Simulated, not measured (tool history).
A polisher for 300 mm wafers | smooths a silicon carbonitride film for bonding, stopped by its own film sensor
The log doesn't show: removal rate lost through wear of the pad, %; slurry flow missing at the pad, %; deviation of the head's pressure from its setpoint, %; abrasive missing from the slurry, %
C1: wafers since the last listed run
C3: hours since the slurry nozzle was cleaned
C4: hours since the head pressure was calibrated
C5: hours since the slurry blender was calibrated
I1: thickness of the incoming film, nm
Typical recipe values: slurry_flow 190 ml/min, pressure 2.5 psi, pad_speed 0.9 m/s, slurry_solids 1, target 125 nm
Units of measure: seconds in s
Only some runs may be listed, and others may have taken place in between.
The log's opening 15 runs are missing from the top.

{"run": 16, "hour": 1403.7, "slurry_flow": 190, "pressure": 2.5, "pad_speed": 0.9, "slurry_solids": 0.75, "target": 117, "C1": 727, "wafers polished on this pad": 5345, "C3": 137.6, "C4": 1289.1, "C5": 701.6, "I1": 161.7, "seconds": 243.8}
{"hour": 1454.3, "done": "worn pad replaced by a new one"}
{"run": 17, "hour": 1482.7, "slurry_flow": 190, "pressure": 2.2, "pad_speed": 0.78, "slurry_solids": 0.75, "target": 129, "C1": 605, "wafers polished on this pad": 229, "C3": 216.6, "C4": 1368.1, "C5": 780.6, "I1": 160.6, "seconds": 215.9}
{"run": 18, "hour": 1535.6, "slurry_flow": 210, "pressure": 2.9, "pad_speed": 0.9, "slurry_solids": 0.75, "target": 128, "C1": 426, "wafers polished on this pad": 655, "C3": 269.5, "C4": 1421, "C5": 833.5, "I1": 159.3, "seconds": 144.2}
{"run": 19, "hour": 1576.7, "slurry_flow": 190, "pressure": 2, "pad_speed": 1.18, "slurry_solids": 1, "target": 125, "C1": 331, "wafers polished on this pad": 987, "C3": 310.6, "C4": 1462.1, "C5": 874.6, "I1": 161.2, "seconds": 161.9}
{"hour": 1586.3, "done": "slurry blender recalibrated"}
{"hour": 1587.8, "done": "head pressure recalibrated"}
{"run": 20, "hour": 1645.4, "slurry_flow": 190, "pressure": 1.9, "pad_speed": 0.9, "slurry_solids": 0.85, "target": 125, "C1": 526, "wafers polished on this pad": 1513, "C3": 379.3, "C4": 57.6, "C5": 59.1, "I1": 159.9, "seconds": 228.6}
{"run": 21, "hour": 1703.2, "slurry_flow": 190, "pressure": 2.5, "pad_speed": 0.9, "slurry_solids": 1, "target": 125, "C1": 466, "wafers polished on this pad": 1980, "C3": 437.1, "C4": 115.4, "C5": 116.9, "I1": 158.5, "seconds": 147.4}
{"run": 22, "hour": 1924.4, "slurry_flow": 190, "pressure": 2.5, "pad_speed": 1.12, "slurry_solids": 1, "target": 125, "C1": 1784, "wafers polished on this pad": 3765, "C3": 658.3, "C4": 336.6, "C5": 338.1, "I1": 159, "seconds": 125.3}
{"run": 23, "hour": 2020.3, "slurry_flow": 190, "pressure": 2.5, "pad_speed": 0.9, "slurry_solids": 1, "target": 125, "C1": 773, "wafers polished on this pad": 4538, "C3": 754.2, "C4": 432.5, "C5": 434, "I1": 160.4, "seconds": 155.2}
{"hour": 2099.4, "done": "slurry nozzle cleaned"}
{"run": 24, "hour": 2100.2, "slurry_flow": 190, "pressure": 2.5, "pad_speed": 0.9, "slurry_solids": 1, "target": 125, "C1": 636, "wafers polished on this pad": 5175, "C3": 0.8, "C4": 512.4, "C5": 513.9, "I1": 158.5, "seconds": 147.4}
{"hour": 2183.3, "done": "worn pad replaced by a new one"}
{"run": 25, "hour": 2183.8, "slurry_flow": 190, "pressure": 2.5, "pad_speed": 0.9, "slurry_solids": 1, "target": 125, "C1": 642, "wafers polished on this pad": 4, "C3": 84.4, "C4": 596, "C5": 597.5, "I1": 161.4, "seconds": 160.3}
{"run": 26, "hour": 2249.8, "slurry_flow": 190, "pressure": 3.3, "pad_speed": 0.9, "slurry_solids": 0.85, "target": 125, "C1": 532, "wafers polished on this pad": 536, "C3": 150.4, "C4": 662, "C5": 663.5, "I1": 161.9, "seconds": 134.8}
{"hour": 2293.4, "done": "slurry blender recalibrated"}
{"run": 27, "hour": 2357.3, "slurry_flow": 190, "pressure": 2.5, "pad_speed": 0.9, "slurry_solids": 1, "target": 131, "C1": 851, "wafers polished on this pad": 1387, "C3": 257.9, "C4": 769.5, "C5": 63.9, "I1": 160.4, "seconds": 129.3}
{"run": 28, "hour": 2436.0, "slurry_flow": 150, "pressure": 3.1, "pad_speed": 0.72, "slurry_solids": 1.3, "target": 125, "C1": 635, "wafers polished on this pad": 2023, "C3": 336.6, "C4": 848.2, "C5": 142.6, "I1": 161.7, "seconds": 140}
{"run": 29, "hour": 2490.5, "slurry_flow": 190, "pressure": 2.5, "pad_speed": 0.9, "slurry_solids": 1, "target": 125, "C1": 439, "wafers polished on this pad": 2462, "C3": 391.1, "C4": 902.7, "C5": 197.1, "I1": 161.1, "seconds": 156.4}
{"run": 30, "hour": 2529.3, "slurry_flow": 215, "pressure": 2.5, "pad_speed": 0.9, "slurry_solids": 1, "target": 133, "C1": 313, "wafers polished on this pad": 2775, "C3": 429.9, "C4": 941.5, "C5": 235.9, "I1": 161.9, "seconds": 123.8}

Predict each of these 4 candidate next runs independently; none follows another, all start after run 30:
{"run": "A", "hour": 2529.8, "slurry_flow": 190, "pressure": 2.5, "pad_speed": 0.9, "slurry_solids": 1, "target": 125, "C1": 4, "wafers polished on this pad": 2779, "C3": 430.4, "C4": 942, "C5": 236.4, "I1": 159.9, "seconds": "?"}
{"run": "B", "hour": 2529.8, "slurry_flow": 225, "pressure": 2.5, "pad_speed": 0.9, "slurry_solids": 1, "target": 120, "C1": 4, "wafers polished on this pad": 2779, "C3": 430.4, "C4": 942, "C5": 236.4, "I1": 159.9, "seconds": "?"}
{"run": "C", "hour": 2529.8, "slurry_flow": 190, "pressure": 2.5, "pad_speed": 1.12, "slurry_solids": 1, "target": 120, "C1": 4, "wafers polished on this pad": 2779, "C3": 430.4, "C4": 942, "C5": 236.4, "I1": 159.9, "seconds": "?"}
{"run": "D", "hour": 2529.8, "slurry_flow": 190, "pressure": 3.3, "pad_speed": 0.9, "slurry_solids": 1, "target": 125, "C1": 4, "wafers polished on this pad": 2779, "C3": 430.4, "C4": 942, "C5": 236.4, "I1": 159.9, "seconds": "?"}

run=A seconds=155
run=B seconds=174.8
run=C seconds=148.8
run=D seconds=117.4
Had the tool no hidden state, the same runs would have come out as:
run=A seconds=155
run=B seconds=174.8
run=C seconds=148.8
run=D seconds=117.4
